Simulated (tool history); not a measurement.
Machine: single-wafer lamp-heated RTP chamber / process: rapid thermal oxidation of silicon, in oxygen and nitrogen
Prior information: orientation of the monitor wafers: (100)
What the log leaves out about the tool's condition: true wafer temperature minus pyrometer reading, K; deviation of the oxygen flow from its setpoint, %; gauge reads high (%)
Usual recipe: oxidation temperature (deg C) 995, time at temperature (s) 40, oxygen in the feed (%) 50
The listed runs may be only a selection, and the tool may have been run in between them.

run,day,oxidation temperature (deg C),time at temperature (s),oxygen in the feed (%),wafers since the last listed run,wafers since the last pyrometer calibration,hours since the oxygen flow controller was replaced,hours since the gauge calibration,"read-back reference wafer on the same gauge, thickness",oxide thickness on the monitor wafer (Å)
1,0,995,40,50,0,777,88,876.4,4.364,40.01
2,2.025,995,40,50,260,1038,136.6,925,4.36,39.91
3,5.608,995,40,50,461,1500,222.6,1011,4.359,39.82
4,9.029,995,40,50,440,1940,304.7,1093.1,4.359,40.1
5,12.408,995,40,50,435,2376,385.8,1174.2,4.359,39.99
6,15.15,995,40,70,353,2729,451.6,1240,4.359,44.77
7,16.754,995,40,70,206,2936,490.1,1278.5,4.357,44.56
8,18.492,995,40,70,223,3160,531.8,1320.2,4.358,44.67
9,22.438,995,40,50,508,3668,626.5,1414.9,4.36,40.17
# day 24.367: pyrometer window cleaned and pyrometer calibrated
# day 25.042: gauge calibrated
10,33.417,995,40,50,1371,1166,890,201,4.357,39.83
11,37.179,1008,40,50,484,1651,980.3,291.3,4.364,43.28
12,49.542,995,40,50,1593,3244,1277,588,4.36,39.79
13,53.829,995,40,50,552,3797,1379.9,690.9,4.36,39.83
14,56.662,995,29,50,365,4162,1447.9,758.9,4.362,35.31
15,59.05,995,29,50,307,4470,1505.2,816.2,4.358,35.43
# day 62.788: pyrometer window cleaned and pyrometer calibrated
16,62.821,995,29,50,443,4,1595.7,906.7,4.36,34.98
17,66.504,995,53,50,474,478,1684.1,995.1,4.36,44.08
18,68.492,995,53,50,256,735,1731.8,1042.8,4.354,44.29
19,71.767,976,52,38,422,1157,1810.4,1121.4,4.361,35.97
20,75.967,1007,47,24,541,1698,1911.2,1222.2,4.361,36.72
21,80.25,995,40,58,552,2250,2014,1325,4.36,41.63
22,82.942,1009,40,50,346,2597,2078.6,1389.6,4.357,43.55
23,86.517,1023,40,50,460,3057,2164.4,1475.4,4.362,47.77
# day 88.596: gauge calibrated
24,89.196,1004,40,50,345,3403,2228.7,14.4,4.362,42.14
25,91.579,995,40,50,307,3710,2285.9,71.6,4.359,39.83
26,94.825,995,46,50,418,4128,2363.8,149.5,4.36,42.08
# day 98.679: oxygen flow controller replaced
# day 98.975: pyrometer window cleaned and pyrometer calibrated
27,98.996,995,40,69,456,2,7.6,249.6,4.361,44.12
28,102.525,966,33,50,454,457,92.3,334.3,4.365,31.48
29,106.117,981,28,27,462,920,178.5,420.5,4.361,28.38
30,108.033,1024,40,50,247,1167,224.5,466.5,4.362,48.46
31,111.629,995,40,50,463,1630,310.8,552.8,4.362,39.89
32,113.708,978,59,24,267,1898,360.7,602.7,4.36,34.19
33,117.746,967,46,59,520,2419,457.6,699.6,4.357,37.01
34,121.321,995,40,50,460,2879,543.4,785.4,4.361,39.97
35,123.362,995,52,37,263,3142,592.4,834.4,4.361,40.37
36,125.75,968,40,26,307,3450,649.7,891.7,4.357,29.43

Exercise: give the hidden state of the tool at every run:
gauge reads high (%): 0 in every run
H1: true wafer temperature minus pyrometer reading, K
H2: deviation of the oxygen flow from its setpoint, %
run,H1,H2
1,0.599,-1.08
2,0.703,-1.47
3,0.886,-2.12
4,1.06,-2.68
5,1.23,-3.19
6,1.37,-3.57
7,1.46,-3.78
8,1.54,-4
9,1.75,-4.46
10,0.595,-5.52
11,0.787,-5.82
12,1.42,-6.62
13,1.64,-6.85
14,1.78,-6.98
15,1.9,-7.09
16,0.0175,-7.24
17,0.206,-7.38
18,0.307,-7.44
19,0.475,-7.55
20,0.689,-7.67
21,0.908,-7.78
22,1.05,-7.85
23,1.23,-7.93
24,1.37,-7.98
25,1.49,-8.03
26,1.65,-8.08
27,0.269,-0.937
28,0.449,-1.67
29,0.633,-2.35
30,0.731,-2.69
31,0.915,-3.28
32,1.02,-3.59
33,1.23,-4.16
34,1.41,-4.62
35,1.51,-4.86
36,1.64,-5.12
